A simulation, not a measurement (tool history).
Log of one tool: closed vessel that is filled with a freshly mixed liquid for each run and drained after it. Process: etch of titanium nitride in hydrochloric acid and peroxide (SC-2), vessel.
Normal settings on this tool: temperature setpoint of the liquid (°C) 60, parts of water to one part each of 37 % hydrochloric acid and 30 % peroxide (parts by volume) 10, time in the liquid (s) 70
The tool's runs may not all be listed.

run    hour  temperature setpoint of the liquid (°C)  parts of water to one part each of 37 % hydrochloric acid and 30 % peroxide (parts by volume)  time in the liquid (s)  wafers since the last listed run  hours since the thermometer was replaced  hours since the chemicals flow meter was replaced  hours since the drum of peroxide was connected  hours since the gauge calibration  read-back film thickness of the titanium nitride reference wafer, read on the same gauge (nm)  thickness taken off the titanium nitride on a monitor wafer (angstrom)
  1       0                                       60                                                                                            8.5                      70                                 0                                     974.4                                              296.3                                           313.9                             1359.5                                                                                        140.046                                                                   42.56
        8.6  -- gauge calibrated
  2      60                                       60                                                                                             10                      70                              8764                                    1034.4                                              356.3                                           373.9                               51.4                                                                                        140.042                                                                   37.27
  3   110.1                                       60                                                                                             10                      70                              7318                                    1084.5                                              406.4                                             424                              101.5                                                                                        140.021                                                                   36.69
  4   196.5                                       60                                                                                             10                      70                             12621                                    1170.9                                              492.8                                           510.4                              187.9                                                                                        139.974                                                                   36.28
  5   242.2                                       60                                                                                             10                      70                              6675                                    1216.6                                              538.5                                           556.1                              233.6                                                                                        139.981                                                                   35.73
        280  -- thermometer replaced
  6   346.5                                       60                                                                                             10                      70                             15090                                      66.5                                              642.8                                           660.4                              337.9                                                                                        140.027                                                                   39.37
  7   429.8                                       60                                                                                             10                      70                             12168                                     149.8                                              726.1                                           743.7                              421.2                                                                                        140.024                                                                   38.89
  8   508.3                                       60                                                                                             10                      70                             11467                                     228.3                                              804.6                                           822.2                              499.7                                                                                         139.98                                                                   38.91
  9   585.1                                       60                                                                                             10                      70                             11219                                     305.1                                              881.4                                             899                              576.5                                                                                        140.021                                                                    37.3
      595.3  -- chemicals flow meter replaced
 10     693                                       60                                                                                             10                      70                             15616                                       413                                               97.7                                          1006.9                              684.4                                                                                        140.025                                                                   40.42
 11   760.6                                       60                                                                                             10                      70                              9875                                     480.6                                              165.3                                          1074.5                                752                                                                                        139.952                                                                   39.58
      808.8  -- new drum of peroxide connected
 12   835.1                                       60                                                                                             10                      70                             10737                                     555.1                                              239.8                                            26.3                              826.5                                                                                        139.987                                                                   39.06
 13  1003.8                                       60                                                                                             10                      70                             24644                                     723.8                                              408.5                                             195                              995.2                                                                                        139.995                                                                   37.89
 14  1109.6                                       60                                                                                             10                      70                             15455                                     829.6                                              514.3                                           300.8                               1101                                                                                        140.016                                                                   37.69
     1133.8  -- gauge calibrated
 15  1206.9                                       60                                                                                             10                      70                             14213                                     926.9                                              611.6                                           398.1                               73.1                                                                                        140.007                                                                   36.78
 16    1247                                       60                                                                                           13.5                     100                              5857                                       967                                              651.7                                           438.2                              113.2                                                                                        140.015                                                                   40.24
 17  1285.6                                       53                                                                                            5.5                      40                              5638                                    1005.6                                              690.3                                           476.8                              151.8                                                                                        139.969                                                                   21.21
 18    1373                                       63                                                                                              6                      50                             12767                                      1093                                              777.7                                           564.2                              239.2                                                                                        139.991                                                                   47.46
     1442.2  -- chemicals flow meter replaced
 19  1452.4                                       60                                                                                              7                      50                             11452                                    1172.4                                               10.2                                           643.6                              318.6                                                                                        139.962                                                                   36.01
     1489.5  -- thermometer replaced
 20    1494                                     67.5                                                                                             14                      70                              5930                                       4.5                                               51.8                                           685.2                              360.2                                                                                        139.999                                                                   49.37
 21  1575.4                                     51.5                                                                                             10                      70                             11891                                      85.9                                              133.2                                           766.6                              441.6                                                                                        140.004                                                                   23.54
 22  1675.1                                     62.5                                                                                              6                      70                             14564                                     185.6                                              232.9                                           866.3                              541.3                                                                                        139.948                                                                   72.65
 23  1760.3                                       60                                                                                             10                      70                             12446                                     270.8                                              318.1                                           951.5                              626.5                                                                                        140.022                                                                   40.54
     1961.6  -- new drum of peroxide connected
 24  2044.5                                     69.5                                                                                            7.5                      70                             41370                                       555                                              602.3                                            82.9                              910.7                                                                                        140.002                                                                   86.43
 25  2110.1                                       60                                                                                             10                      70                              9582                                     620.6                                              667.9                                           148.5                              976.3                                                                                         139.96                                                                   38.33
 26  2203.4                                       68                                                                                           14.5                      55                             13629                                     713.9                                              761.2                                           241.8                             1069.6                                                                                        140.036                                                                   34.43
     2220.1  -- chemicals flow meter replaced
 27  2305.8                                     69.5                                                                                              7                      60                             14812                                     816.3                                               85.7                                           344.2                               1172                                                                                        139.992                                                                   80.51
 28  2358.1                                       65                                                                                             10                      70                              7640                                     868.6                                                138                                           396.5                             1224.3                                                                                        140.011                                                                   53.08
 29  2445.7                                       60                                                                                             10                      70                             12796                                     956.2                                              225.6                                           484.1                             1311.9                                                                                        139.986                                                                   38.48

Give the tool's hidden conditions for every run:
peroxide weaker than its label (%): 0 on each run
gauge reads high (%): 0 on each run
H1: liquid colder than its thermometer reads (K)
H2: chemicals flow below the setpoint (%)
run     H1     H2
  1   1.33   3.58
  2   1.41   4.19
  3   1.48    4.7
  4   1.59   5.58
  5   1.65   6.04
  6  0.178    7.1
  7  0.288   7.94
  8  0.392   8.74
  9  0.493   9.52
 10  0.636      1
 11  0.725   1.69
 12  0.823   2.45
 13   1.05   4.16
 14   1.19   5.23
 15   1.31   6.22
 16   1.37   6.63
 17   1.42   7.02
 18   1.53   7.91
 19   1.64   0.47
 20  0.133  0.893
 21  0.241   1.72
 22  0.372   2.73
 23  0.485    3.6
 24   0.86   6.48
 25  0.947   7.15
 26   1.07   8.09
 27   1.21   1.37
 28   1.27    1.9
 29   1.39   2.79
